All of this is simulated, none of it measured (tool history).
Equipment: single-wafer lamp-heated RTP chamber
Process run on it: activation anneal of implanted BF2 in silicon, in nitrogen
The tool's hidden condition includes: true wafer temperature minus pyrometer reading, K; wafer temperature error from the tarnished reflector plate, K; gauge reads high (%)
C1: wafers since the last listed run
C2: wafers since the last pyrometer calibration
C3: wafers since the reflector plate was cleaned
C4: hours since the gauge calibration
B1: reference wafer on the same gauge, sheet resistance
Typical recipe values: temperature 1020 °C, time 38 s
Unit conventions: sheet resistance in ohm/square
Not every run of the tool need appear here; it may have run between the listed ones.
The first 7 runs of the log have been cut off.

run 8 hour=215.4 | temperature=1020 time=38 | C1=464 C2=4371 C3=6284 C4=272.8 | B1=193.56 | sheet_resistance=207.29
run 9 hour=241.4 | temperature=1036 time=23 | C1=339 C2=4710 C3=6623 C4=298.8 | B1=193.56 | sheet_resistance=207.12
-- hour=251.7 pyrometer window cleaned and pyrometer calibrated
run 10 hour=255.9 | temperature=1036 time=23 | C1=84 C2=54 C3=6708 C4=313.3 | B1=193.21 | sheet_resistance=207.47
run 11 hour=282.6 | temperature=1036 time=23 | C1=348 C2=402 C3=7056 C4=340.0 | B1=193.39 | sheet_resistance=206.09
run 12 hour=305.6 | temperature=1020 time=55 | C1=299 C2=702 C3=7356 C4=363.0 | B1=192.96 | sheet_resistance=197.58
run 13 hour=341.7 | temperature=1020 time=55 | C1=470 C2=1173 C3=7827 C4=399.1 | B1=192.97 | sheet_resistance=194.64
run 14 hour=374.2 | temperature=1020 time=55 | C1=423 C2=1597 C3=8251 C4=431.6 | B1=192.51 | sheet_resistance=196.92
run 15 hour=398.7 | temperature=1011 time=38 | C1=319 C2=1916 C3=8570 C4=456.1 | B1=192.39 | sheet_resistance=217.60
run 16 hour=416.1 | temperature=1011 time=38 | C1=226 C2=2143 C3=8797 C4=473.5 | B1=192.15 | sheet_resistance=217.06
run 17 hour=435.9 | temperature=1037 time=38 | C1=258 C2=2401 C3=9055 C4=493.3 | B1=192.26 | sheet_resistance=189.86
-- hour=441.4 gauge calibrated
run 18 hour=465.2 | temperature=1049 time=24 | C1=382 C2=2783 C3=9437 C4=23.8 | B1=196.39 | sheet_resistance=196.34
run 19 hour=494.6 | temperature=1020 time=55 | C1=383 C2=3166 C3=9820 C4=53.2 | B1=195.78 | sheet_resistance=199.68
run 20 hour=506.9 | temperature=1007 time=30 | C1=160 C2=3327 C3=9981 C4=65.5 | B1=195.87 | sheet_resistance=235.08
-- hour=524.5 reflector plate cleaned
run 21 hour=532.1 | temperature=1020 time=38 | C1=224 C2=3551 C3=98 C4=90.7 | B1=195.34 | sheet_resistance=209.36
run 22 hour=558.5 | temperature=1007 time=30 | C1=344 C2=3895 C3=442 C4=117.1 | B1=195.23 | sheet_resistance=234.64
-- hour=578.1 pyrometer window cleaned and pyrometer calibrated
run 23 hour=578.6 | temperature=1046 time=38 | C1=157 C2=7 C3=600 C4=137.2 | B1=195.35 | sheet_resistance=187.12
run 24 hour=589.7 | temperature=1029 time=28 | C1=144 C2=151 C3=745 C4=148.3 | B1=195.27 | sheet_resistance=211.62
run 25 hour=622.1 | temperature=1007 time=32 | C1=422 C2=574 C3=1167 C4=180.7 | B1=195.33 | sheet_resistance=231.03
run 26 hour=653.9 | temperature=1020 time=38 | C1=414 C2=988 C3=1582 C4=212.5 | B1=194.86 | sheet_resistance=208.58
run 27 hour=676.0 | temperature=995 time=23 | C1=288 C2=1277 C3=1870 C4=234.6 | B1=194.81 | sheet_resistance=264.60
run 28 hour=694.6 | temperature=1020 time=57 | C1=242 C2=1519 C3=2113 C4=253.2 | B1=194.43 | sheet_resistance=196.75
run 29 hour=709.6 | temperature=998 time=19 | C1=195 C2=1715 C3=2308 C4=268.2 | B1=194.40 | sheet_resistance=268.54
run 30 hour=737.1 | temperature=1042 time=19 | C1=358 C2=2073 C3=2667 C4=295.7 | B1=194.23 | sheet_resistance=207.66
run 31 hour=752.7 | temperature=997 time=60 | C1=203 C2=2277 C3=2870 C4=311.3 | B1=193.79 | sheet_resistance=223.03
run 32 hour=787.2 | temperature=1034 time=38 | C1=449 C2=2726 C3=3320 C4=345.8 | B1=193.91 | sheet_resistance=194.77

4 options for the next run, each taken on its own from the tool as it stands now. Forecast them:
run A hour=787.6 | temperature=1009 time=38 | C1=5 C2=2732 C3=3325 C4=346.2 | B1=? | sheet_resistance=?
run B hour=787.6 | temperature=1049 time=38 | C1=5 C2=2732 C3=3325 C4=346.2 | B1=? | sheet_resistance=?
run C hour=787.6 | temperature=1004 time=48 | C1=5 C2=2732 C3=3325 C4=346.2 | B1=? | sheet_resistance=?
run D hour=787.6 | temperature=1020 time=23 | C1=5 C2=2732 C3=3325 C4=346.2 | B1=? | sheet_resistance=?

run=A B1=193.63 sheet_resistance=221.11
run=B B1=193.63 sheet_resistance=183.14
run=C B1=193.63 sheet_resistance=220.32
run=D B1=193.63 sheet_resistance=225.16
Stripped of hidden state, with their random variation kept, the same runs would have yielded:
run=A sheet_resistance=223.80
run=B sheet_resistance=185.37
run=C sheet_resistance=223.01
run=D sheet_resistance=227.91

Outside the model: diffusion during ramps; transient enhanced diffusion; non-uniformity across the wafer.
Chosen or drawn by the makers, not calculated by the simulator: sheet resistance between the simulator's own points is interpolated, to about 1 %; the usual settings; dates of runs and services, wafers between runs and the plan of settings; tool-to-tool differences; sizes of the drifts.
